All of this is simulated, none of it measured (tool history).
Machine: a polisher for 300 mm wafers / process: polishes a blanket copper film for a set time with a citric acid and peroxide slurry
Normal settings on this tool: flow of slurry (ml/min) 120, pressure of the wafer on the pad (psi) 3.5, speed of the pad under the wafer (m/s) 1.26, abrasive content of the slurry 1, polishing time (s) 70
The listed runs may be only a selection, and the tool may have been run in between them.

run    hour  flow of slurry (ml/min)  pressure of the wafer on the pad (psi)  speed of the pad under the wafer (m/s)  abrasive content of the slurry  polishing time (s)  wafers since the last listed run  wafers polished on this pad  hours since the slurry nozzle was cleaned  hours since the head pressure was calibrated  hours since the slurry blender was calibrated  incoming thickness of the incoming film, nm  film removed (Å)
  1       0                      120                                     2.9                                    1.26                               1                  70                                 0                         5706                                      762.8                                          59.3                                          157.7                                       1020.4              1597
       54.5  -- worn pad replaced by a new one
       55.9  -- slurry nozzle cleaned
  2    71.9                      120                                     2.9                                    1.26                               1                  70                               702                          172                                         16                                         131.2                                          229.6                                        996.1              1551
  3     153                      120                                     3.5                                    1.26                               1                  70                               851                         1023                                       97.1                                         212.3                                          310.7                                       1009.1              1805
      419.6  -- slurry blender recalibrated
  4   472.5                      120                                     3.5                                    1.26                               1                  70                              3333                         4356                                      416.6                                         531.8                                           52.9                                         1014              1838
      532.5  -- head pressure recalibrated
  5   539.3                      120                                     3.5                                    1.26                               1                  70                               680                         5037                                      483.4                                           6.8                                          119.7                                       1020.9              1831
  6   645.6                      120                                     3.5                                     1.6                               1                  70                              1115                         6153                                      589.7                                         113.1                                            226                                       1004.8              2283
      708.5  -- worn pad replaced by a new one
  7   727.5                      120                                       4                                    1.26                               1                  70                               817                          199                                      671.6                                           195                                          307.9                                       1010.5              2003
  8     779                      120                                     3.5                                    1.26                               1                  70                               540                          740                                      723.1                                         246.5                                          359.4                                       1010.9              1783
      827.2  -- slurry nozzle cleaned
  9     873                      120                                     3.5                                    1.26                               1                  70                               976                         1716                                       45.8                                         340.5                                          453.4                                        993.2              1763
 10   924.4                      120                                     3.5                                    1.26                               1                  70                               539                         2256                                       97.2                                         391.9                                          504.8                                       1008.3              1765
 11  1019.1                      135                                     3.5                                     1.5                            0.85                  70                               994                         3250                                      191.9                                         486.6                                          599.5                                       1007.9              1874
 12  1064.4                      150                                     3.5                                    0.86                               1                  60                               475                         3725                                      237.2                                         531.9                                          644.8                                       1002.7              1005
       1109  -- slurry blender recalibrated
 13    1111                      120                                     3.5                                     1.5                               1                  70                               468                         4193                                      283.8                                         578.5                                              2                                         1027              2122
     1123.6  -- head pressure recalibrated
 14  1267.9                      120                                     3.5                                    1.26                               1                  84                              1626                         5820                                      440.7                                         144.3                                          158.9                                        989.7              2192
     1297.9  -- worn pad replaced by a new one
 15  1334.7                      110                                     4.1                                    1.52                               1                  61                               659                          385                                      507.5                                         211.1                                          225.7                                       1006.2              2125
 16    1426                      120                                     3.5                                    1.26                               1                  70                               958                         1344                                      598.8                                         302.4                                            317                                       1013.6              1807
 17  1474.9                      155                                     2.7                                    1.26                               1                  89                               513                         1857                                      647.7                                         351.3                                          365.9                                       1004.9              1885
     1526.4  -- slurry nozzle cleaned
 18    1579                      120                                     3.5                                    1.26                               1                  70                              1082                         2939                                       52.6                                         455.4                                            470                                       1021.5              1685
 19  1669.4                       85                                       3                                    1.26                            0.75                  70                               948                         3888                                        143                                         545.8                                          560.4                                       1011.8              1219
 20  1732.5                      120                                     3.5                                    1.26                               1                  70                               662                         4551                                      206.1                                         608.9                                          623.5                                       1012.4              1588
     1747.4  -- head pressure recalibrated
 21  1780.7                       90                                     3.1                                    1.02                               1                  70                               484                         5036                                      254.3                                          33.3                                          671.7                                        996.3              1113
     1826.7  -- slurry blender recalibrated
 22  1849.4                      120                                     3.5                                    1.42                               1                  70                               700                         5736                                        323                                           102                                           22.7                                         1011              2000
     1913.7  -- worn pad replaced by a new one
 23  1933.2                      120                                     4.3                                    1.26                               1                  70                               837                          204                                      406.8                                         185.8                                          106.5                                       1004.9              2208
 24  1999.9                      120                                     3.5                                    1.26                               1                  79                               700                          904                                      473.5                                         252.5                                          173.2                                        999.3              2083
 25  2057.6                       85                                     3.5                                    1.54                            0.75                  70                               605                         1510                                      531.2                                         310.2                                          230.9                                       1021.3              1842
 26  2135.1                      105                                     4.4                                    1.26                             1.2                  70                               813                         2323                                      608.7                                         387.7                                          308.4                                       1022.5              2214
     2225.9  -- slurry nozzle cleaned
 27  2239.1                      120                                     3.5                                    1.26                               1                  70                              1081                         3404                                       13.2                                         491.7                                          412.4                                       1020.2              1731
 28    2319                      120                                     3.5                                     1.1                               1                  70                               838                         4243                                       93.1                                         571.6                                          492.3                                       1012.1              1455
 29  2402.3                      155                                     3.5                                    1.26                             0.9                  70                               874                         5118                                      176.4                                         654.9                                          575.6                                       1013.8              1635

Alternative continuations, all from the tool just after run 29; predict every row:
  A  2402.7                      120                                     3.5                                    0.96                               1                  70                                 4                         5122                                      176.8                                         655.3                                            576                                        999.7                 ?
  B  2402.7                      130                                     3.8                                    1.26                               1                  70                                 4                         5122                                      176.8                                         655.3                                            576                                        999.7                 ?
  C  2402.7                      120                                     3.5                                       1                               1                  61                                 4                         5122                                      176.8                                         655.3                                            576                                        999.7                 ?
  D  2402.7                      120                                       3                                    1.26                               1                  93                                 4                         5122                                      176.8                                         655.3                                            576                                        999.7                 ?
  E  2402.7                      120                                     3.5                                    1.02                               1                  91                                 4                         5122                                      176.8                                         655.3                                            576                                        999.7                 ?

run  film removed (Å)
  A              1231
  B              1720
  C              1114
  D              1843
  E              1692
With no hidden state in the tool, these same runs would have given:
run  film removed (Å)
  A              1434
  B              2003
  C              1297
  D              2147
  E              1971
